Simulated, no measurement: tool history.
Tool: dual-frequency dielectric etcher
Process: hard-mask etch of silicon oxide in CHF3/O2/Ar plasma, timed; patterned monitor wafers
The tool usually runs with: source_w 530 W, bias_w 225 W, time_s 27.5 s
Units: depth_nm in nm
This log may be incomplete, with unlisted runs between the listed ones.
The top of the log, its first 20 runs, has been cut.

run     day  source_w  bias_w  time_s  read-back reference wafer on the same gauge, depth_nm  depth_nm
 21  10.400       530     225    33.0                                                   54.5      68.0
 22  10.746       650     204    22.0                                                   54.6      47.1
 23  11.300       530     194    30.0                                                   54.5      59.2
 24  11.979       530     225    27.5                                                   54.5      56.4
 25  12.562       530     225    27.5                                                   54.5      56.4
 26  13.108       480     265    27.5                                                   54.5      56.9
 27  14.742       600     240    25.0                                                   54.4      54.2
 28  15.017       530     225    27.5                                                   54.4      56.4
 29  15.471       420     225    27.5                                                   54.5      52.0
 30  16.100       530     225    27.5                                                   54.5      56.2

Here are 4 independent what-if runs from the current tool condition. What would each one return?
  A  16.117       600     225    27.5                                                      ?         ?
  B  16.117       660     277    24.0                                                      ?         ?
  C  16.117       490     189    27.5                                                      ?         ?
  D  16.117       480     225    31.5                                                      ?         ?

run  read-back reference wafer on the same gauge, depth_nm  depth_nm
  A                                                   54.5      58.6
  B                                                   54.5      55.9
  C                                                   54.5      52.4
  D                                                   54.5      62.3
Without the tool's hidden state the same runs would have given:
run  depth_nm
  A      59.2
  B      56.4
  C      52.9
  D      62.9

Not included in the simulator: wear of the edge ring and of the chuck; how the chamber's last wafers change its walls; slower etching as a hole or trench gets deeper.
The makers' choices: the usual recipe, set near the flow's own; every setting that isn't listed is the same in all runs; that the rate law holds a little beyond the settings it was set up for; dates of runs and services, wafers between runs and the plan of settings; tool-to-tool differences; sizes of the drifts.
